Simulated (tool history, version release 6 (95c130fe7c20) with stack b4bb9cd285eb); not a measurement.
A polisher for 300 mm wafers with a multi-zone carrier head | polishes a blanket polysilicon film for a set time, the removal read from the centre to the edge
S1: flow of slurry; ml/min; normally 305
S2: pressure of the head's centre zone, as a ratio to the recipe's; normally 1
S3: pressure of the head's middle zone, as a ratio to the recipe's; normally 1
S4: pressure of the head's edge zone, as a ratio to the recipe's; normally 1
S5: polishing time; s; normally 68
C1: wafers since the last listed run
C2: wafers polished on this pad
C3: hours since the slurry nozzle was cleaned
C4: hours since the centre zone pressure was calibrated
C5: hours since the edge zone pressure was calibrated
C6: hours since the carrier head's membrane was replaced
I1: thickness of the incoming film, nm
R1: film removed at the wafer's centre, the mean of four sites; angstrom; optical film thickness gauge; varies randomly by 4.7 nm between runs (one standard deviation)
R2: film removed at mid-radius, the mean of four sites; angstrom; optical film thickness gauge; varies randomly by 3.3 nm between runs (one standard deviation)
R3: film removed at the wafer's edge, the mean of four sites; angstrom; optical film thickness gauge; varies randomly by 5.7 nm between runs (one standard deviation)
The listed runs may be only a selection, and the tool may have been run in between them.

run	hour	S1	S2	S3	S4	S5	C1	C2	C3	C4	C5	C6	I1	R1	R2	R3
1	0	305	1	1	1	68	0	403	319.3	424.7	761.2	763.8	2248	5027	5013	5177
2	39.1	305	1	1	1	68	400	804	358.4	463.8	800.3	802.9	2224.9	5037	5130	5132
3	102.7	305	1	1	1	82	651	1456	422	527.4	863.9	866.5	2194.5	6054	6153	6135
4	163.5	305	1	1	0.93	68	623	2079	482.8	588.2	924.7	927.3	2239.1	5008	5069	4972
5	226.9	305	1.08	1.06	1.12	59	649	2729	546.2	651.6	988.1	990.7	2216.8	4619	4617	4786
# hour 256.6: slurry nozzle cleaned
6	268.3	305	1	1	1	68	414	3143	11.7	693	1029.5	1032.1	2232.1	5065	5042	5149
7	313.1	410	1	1	1.11	68	459	3602	56.5	737.8	1074.3	1076.9	2224.2	5135	5211	5509
8	379.6	305	1	1.1	1.04	57	681	4284	123	804.3	1140.8	1143.4	2225.5	4264	4497	4320
# hour 424.8: edge zone pressure recalibrated
9	442.6	370	1.04	1	1	68	625	4909	186	867.3	17.8	1206.4	2245.5	5287	5181	5103
10	524.1	225	1	1	1	68	835	5745	267.5	948.8	99.3	1287.9	2237.3	4861	4868	5039
# hour 527.1: centre zone pressure recalibrated
# hour 574.6: worn pad replaced by a new one
11	800.7	305	1.05	0.97	0.97	68	2773	2317	544.1	273.6	375.9	1564.5	2245.1	5327	4980	4961
12	837.3	305	1	1	1	68	375	2692	580.7	310.2	412.5	1601.1	2263.1	5082	5028	5102

Predict the results of run 13:
# hour 907.4: slurry nozzle cleaned
13	934.9	305	1	1	1.04	68	990	3683	27.5	407.8	510.1	1698.7	2206.5	?	?	?

Run 13 measured R1 5131 angstrom, R2 5059 angstrom, R3 5213 angstrom.
Take away the tool's hidden state, keep the run-to-run variation as it was, and the same run would have given R1 5131 angstrom, R2 5059 angstrom, R3 5213 angstrom.
